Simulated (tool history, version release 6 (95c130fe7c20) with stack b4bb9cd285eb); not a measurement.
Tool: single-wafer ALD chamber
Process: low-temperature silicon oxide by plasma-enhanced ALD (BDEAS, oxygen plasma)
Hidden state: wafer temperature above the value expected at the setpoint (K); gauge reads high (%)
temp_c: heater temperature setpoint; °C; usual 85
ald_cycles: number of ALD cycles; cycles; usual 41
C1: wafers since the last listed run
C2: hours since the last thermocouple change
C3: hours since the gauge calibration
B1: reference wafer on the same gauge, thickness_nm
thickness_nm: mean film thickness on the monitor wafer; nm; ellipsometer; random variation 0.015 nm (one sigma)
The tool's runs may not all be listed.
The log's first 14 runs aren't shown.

{"run": 15, "hour": 187.7, "temp_c": 89, "ald_cycles": 41, "C1": 68, "C2": 2242.4, "C3": 161.1, "B1": 5.39, "thickness_nm": 5.993}
{"run": 16, "hour": 203.1, "temp_c": 93, "ald_cycles": 41, "C1": 75, "C2": 2257.8, "C3": 176.5, "B1": 5.385, "thickness_nm": 5.9}
{"run": 17, "hour": 213.1, "temp_c": 93, "ald_cycles": 41, "C1": 49, "C2": 2267.8, "C3": 186.5, "B1": 5.389, "thickness_nm": 5.892}
{"run": 18, "hour": 219.1, "temp_c": 85, "ald_cycles": 41, "C1": 29, "C2": 2273.8, "C3": 192.5, "B1": 5.392, "thickness_nm": 6.093}
{"run": 19, "hour": 226.8, "temp_c": 85, "ald_cycles": 41, "C1": 37, "C2": 2281.5, "C3": 200.2, "B1": 5.389, "thickness_nm": 6.07}
{"run": 20, "hour": 241.3, "temp_c": 90, "ald_cycles": 41, "C1": 71, "C2": 2296.0, "C3": 214.7, "B1": 5.384, "thickness_nm": 5.955}
{"hour": 252.2, "done": "thermocouple changed; heater temperature recalibrated"}
{"run": 21, "hour": 257.6, "temp_c": 97, "ald_cycles": 36, "C1": 40, "C2": 5.4, "C3": 231.0, "B1": 5.391, "thickness_nm": 5.1}
{"run": 22, "hour": 264.0, "temp_c": 85, "ald_cycles": 41, "C1": 31, "C2": 11.8, "C3": 237.4, "B1": 5.389, "thickness_nm": 6.048}
{"run": 23, "hour": 277.1, "temp_c": 73, "ald_cycles": 34, "C1": 64, "C2": 24.9, "C3": 250.5, "B1": 5.393, "thickness_nm": 5.257}
{"run": 24, "hour": 288.9, "temp_c": 100, "ald_cycles": 33, "C1": 57, "C2": 36.7, "C3": 262.3, "B1": 5.39, "thickness_nm": 4.62}
{"run": 25, "hour": 330.1, "temp_c": 77, "ald_cycles": 41, "C1": 202, "C2": 77.9, "C3": 303.5, "B1": 5.39, "thickness_nm": 6.266}
{"run": 26, "hour": 339.2, "temp_c": 85, "ald_cycles": 41, "C1": 44, "C2": 87.0, "C3": 312.6, "B1": 5.392, "thickness_nm": 6.077}
{"hour": 346.7, "done": "gauge calibrated"}
{"run": 27, "hour": 353.4, "temp_c": 97, "ald_cycles": 34, "C1": 69, "C2": 101.2, "C3": 6.7, "B1": 5.396, "thickness_nm": 4.811}
{"run": 28, "hour": 369.4, "temp_c": 85, "ald_cycles": 46, "C1": 78, "C2": 117.2, "C3": 22.7, "B1": 5.387, "thickness_nm": 6.835}
{"run": 29, "hour": 380.4, "temp_c": 85, "ald_cycles": 44, "C1": 54, "C2": 128.2, "C3": 33.7, "B1": 5.39, "thickness_nm": 6.538}
{"run": 30, "hour": 391.9, "temp_c": 95, "ald_cycles": 41, "C1": 56, "C2": 139.7, "C3": 45.2, "B1": 5.394, "thickness_nm": 5.884}
{"run": 31, "hour": 403.2, "temp_c": 77, "ald_cycles": 34, "C1": 55, "C2": 151.0, "C3": 56.5, "B1": 5.394, "thickness_nm": 5.2}
{"run": 32, "hour": 410.1, "temp_c": 85, "ald_cycles": 41, "C1": 33, "C2": 157.9, "C3": 63.4, "B1": 5.39, "thickness_nm": 6.088}
{"run": 33, "hour": 424.7, "temp_c": 85, "ald_cycles": 41, "C1": 71, "C2": 172.5, "C3": 78.0, "B1": 5.385, "thickness_nm": 6.086}
{"run": 34, "hour": 433.5, "temp_c": 78, "ald_cycles": 33, "C1": 43, "C2": 181.3, "C3": 86.8, "B1": 5.391, "thickness_nm": 5.022}
{"run": 35, "hour": 449.0, "temp_c": 72, "ald_cycles": 47, "C1": 76, "C2": 196.8, "C3": 102.3, "B1": 5.39, "thickness_nm": 7.324}
{"run": 36, "hour": 461.1, "temp_c": 74, "ald_cycles": 41, "C1": 59, "C2": 208.9, "C3": 114.4, "B1": 5.389, "thickness_nm": 6.317}
{"run": 37, "hour": 468.8, "temp_c": 85, "ald_cycles": 41, "C1": 37, "C2": 216.6, "C3": 122.1, "B1": 5.391, "thickness_nm": 6.095}
{"run": 38, "hour": 475.1, "temp_c": 85, "ald_cycles": 41, "C1": 30, "C2": 222.9, "C3": 128.4, "B1": 5.388, "thickness_nm": 6.069}
{"run": 39, "hour": 482.7, "temp_c": 81, "ald_cycles": 38, "C1": 37, "C2": 230.5, "C3": 136.0, "B1": 5.391, "thickness_nm": 5.727}

Forecast each of these 5 alternatives for the next run:
{"run": "A", "hour": 483.2, "temp_c": 85, "ald_cycles": 41, "C1": 2, "C2": 231.0, "C3": 136.5, "B1": "?", "thickness_nm": "?"}
{"run": "B", "hour": 483.2, "temp_c": 97, "ald_cycles": 41, "C1": 2, "C2": 231.0, "C3": 136.5, "B1": "?", "thickness_nm": "?"}
{"run": "C", "hour": 483.2, "temp_c": 71, "ald_cycles": 33, "C1": 2, "C2": 231.0, "C3": 136.5, "B1": "?", "thickness_nm": "?"}
{"run": "D", "hour": 483.2, "temp_c": 80, "ald_cycles": 46, "C1": 2, "C2": 231.0, "C3": 136.5, "B1": "?", "thickness_nm": "?"}
{"run": "E", "hour": 483.2, "temp_c": 76, "ald_cycles": 41, "C1": 2, "C2": 231.0, "C3": 136.5, "B1": "?", "thickness_nm": "?"}

run=A B1=5.392 thickness_nm=6.086
run=B B1=5.392 thickness_nm=5.815
run=C B1=5.392 thickness_nm=5.153
run=D B1=5.392 thickness_nm=6.955
run=E B1=5.392 thickness_nm=6.289
Without the tool's hidden state the same runs would have given:
run=A thickness_nm=6.086
run=B thickness_nm=5.815
run=C thickness_nm=5.153
run=D thickness_nm=6.955
run=E thickness_nm=6.289

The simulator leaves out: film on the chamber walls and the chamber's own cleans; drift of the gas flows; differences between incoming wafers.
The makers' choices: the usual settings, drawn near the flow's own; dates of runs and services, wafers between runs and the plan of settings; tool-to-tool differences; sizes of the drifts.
